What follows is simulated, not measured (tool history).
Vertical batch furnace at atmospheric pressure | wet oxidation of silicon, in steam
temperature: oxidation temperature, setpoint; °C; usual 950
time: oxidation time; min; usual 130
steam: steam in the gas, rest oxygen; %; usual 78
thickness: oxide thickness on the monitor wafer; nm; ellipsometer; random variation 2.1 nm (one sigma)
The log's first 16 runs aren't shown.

run     day  temperature   time  steam  wafers since the last listed run  hours since the last temperature calibration  hours since the steam generator was serviced  hours since the gauge calibration  read-back reference wafer on the same gauge, thickness  thickness
       43.1  -- gauge calibrated
 17  43.112          935    130     78                               306                                        3283.4                                        2895.3                                0.3                                                  485.93     354.28
 18  47.142          972   92.5     78                               675                                        3380.1                                          2992                                 97                                                  485.73     376.75
     50.538  -- steam generator serviced
 19  50.558          966    130     84                               405                                        3462.1                                           0.5                                179                                                  486.12      508.6
 20  52.312          950    130     78                               294                                        3504.2                                          42.6                              221.1                                                  485.39     424.91
 21  53.912          927  163.5     67                               268                                        3542.6                                            81                              259.5                                                  485.81     367.22
 22  59.654          935  105.5     73                               962                                        3680.4                                         218.8                              397.3                                                  485.77     301.38
     61.567  -- thermocouples replaced and temperature profile calibrated
 23  63.188          950    130     78                               424                                          38.9                                         303.6                              482.1                                                  486.39     405.74
 24  67.254          965   74.5     85                               681                                         136.5                                         401.2                              579.7                                                  485.39     328.79
 25  70.904          950    130     78                               611                                         224.1                                         488.8                              667.3                                                  485.49     408.03
 26  74.021          932   81.5     78                               522                                         298.9                                         563.6                              742.1                                                   485.4     241.81
 27  76.033          950    130     78                               337                                         347.2                                         611.9                              790.4                                                  485.31     406.68
 28  78.754          950    130     78                               456                                         412.5                                         677.2                              855.7                                                  487.14     410.43
 29  81.142          929    130     78                               400                                         469.8                                         734.5                                913                                                  485.95     340.66
 30   85.35          950  181.5     82                               705                                         570.8                                         835.5                               1014                                                  486.29      537.5
 31    89.3          950    130     87                               662                                         665.6                                         930.3                             1108.8                                                  486.31     449.47
 32  93.567          925    130     72                               715                                           768                                        1032.7                             1211.2                                                  485.52     310.68
 33  96.896          974    130     78                               557                                         847.9                                        1112.6                             1291.1                                                  486.56     498.13

4 ways to go on from here, each from the tool as it stands after run 33. What would each give?
  A  97.154          950   130     72                                43                                         854.1                                        1118.8                             1297.3                                                       ?          ?
  B  97.154          972   104     70                                43                                         854.1                                        1118.8                             1297.3                                                       ?          ?
  C  97.154          961   130     84                                43                                         854.1                                        1118.8                             1297.3                                                       ?          ?
  D  97.154          966    68     89                                43                                         854.1                                        1118.8                             1297.3                                                       ?          ?

run  read-back reference wafer on the same gauge, thickness  thickness
  A                                                  485.81     390.71
  B                                                  485.81     391.01
  C                                                  485.81     477.19
  D                                                  485.81     325.49
Without the tool's hidden state the same runs would have given:
run  thickness
  A     385.33
  B     386.22
  C     471.62
  D     320.96

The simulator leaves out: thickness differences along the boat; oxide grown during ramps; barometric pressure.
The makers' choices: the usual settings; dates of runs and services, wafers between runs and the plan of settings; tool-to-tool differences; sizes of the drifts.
